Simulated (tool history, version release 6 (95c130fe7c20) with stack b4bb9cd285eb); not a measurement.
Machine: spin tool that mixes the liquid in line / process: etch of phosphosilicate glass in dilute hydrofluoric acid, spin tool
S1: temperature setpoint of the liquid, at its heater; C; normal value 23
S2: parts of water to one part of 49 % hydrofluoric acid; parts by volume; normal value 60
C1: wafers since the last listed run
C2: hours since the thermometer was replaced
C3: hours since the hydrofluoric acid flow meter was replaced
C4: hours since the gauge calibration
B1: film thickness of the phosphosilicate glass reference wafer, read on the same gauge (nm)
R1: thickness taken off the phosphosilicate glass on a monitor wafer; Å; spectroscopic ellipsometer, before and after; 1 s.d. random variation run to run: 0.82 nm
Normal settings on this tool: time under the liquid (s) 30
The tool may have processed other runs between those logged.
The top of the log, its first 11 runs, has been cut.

Run 12, hour 530.4: usual settings but S1 19.5 C, S2 85 parts by volume, time under the liquid (s) 25; C1 612; C2 222.4; C3 139.8; C4 391.2; B1 130. Result: R1 418 Å.
Run 13, hour 564.4: usual settings but S1 25 C, S2 35 parts by volume, time under the liquid (s) 20; C1 464; C2 256.4; C3 173.8; C4 425.2; B1 130.01. Result: R1 1067.5 Å.
Run 14, hour 621.2: usual settings but S1 24.5 C; C1 776; C2 313.2; C3 230.6; C4 482; B1 130.03. Result: R1 892.6 Å.
Run 15, hour 665.4: usual settings but S1 20.5 C, S2 90 parts by volume, time under the liquid (s) 35; C1 603; C2 357.4; C3 274.8; C4 526.2; B1 130.02. Result: R1 567.4 Å.
Run 16, hour 720.8: usual settings but S1 19.5 C, S2 40 parts by volume, time under the liquid (s) 15; C1 756; C2 412.8; C3 330.2; C4 581.6; B1 129.98. Result: R1 546.5 Å.
Run 17, hour 781.5: usual settings; C1 829; C2 473.5; C3 390.9; C4 642.3; B1 129.99. Result: R1 845.2 Å.
Run 18, hour 808.2: usual settings but S2 35 parts by volume, time under the liquid (s) 15; C1 364; C2 500.2; C3 417.6; C4 669; B1 129.99. Result: R1 748.5 Å.
Run 19, hour 868.9: usual settings but S1 26 C; C1 829; C2 560.9; C3 478.3; C4 729.7; B1 130.01. Result: R1 953.5 Å.
At hour 886.2: thermometer replaced.
Run 20, hour 905.1: usual settings; C1 480; C2 18.9; C3 514.5; C4 765.9; B1 129.97. Result: R1 827.8 Å.
Run 21, hour 946: usual settings but S1 20.5 C; C1 558; C2 59.8; C3 555.4; C4 806.8; B1 129.98. Result: R1 756.5 Å.
Run 22, hour 991.3: usual settings but S1 24.5 C; C1 618; C2 105.1; C3 600.7; C4 852.1; B1 129.99. Result: R1 878.1 Å.
Run 23, hour 1034.8: usual settings but S2 70 parts by volume; C1 594; C2 148.6; C3 644.2; C4 895.6; B1 130.02. Result: R1 698.5 Å.

For run 24, what comes out?
Run 24, hour 1100.5: usual settings but S2 80 parts by volume; C1 897; C2 214.3; C3 709.9; C4 961.3; B1 ?. Result: R1 ?.

{"run 24": {"B1": 130.03, "R1": 604.2}}
On a tool with no hidden condition, and with the same random variation, this run would have come out at R1 604.2 Å.

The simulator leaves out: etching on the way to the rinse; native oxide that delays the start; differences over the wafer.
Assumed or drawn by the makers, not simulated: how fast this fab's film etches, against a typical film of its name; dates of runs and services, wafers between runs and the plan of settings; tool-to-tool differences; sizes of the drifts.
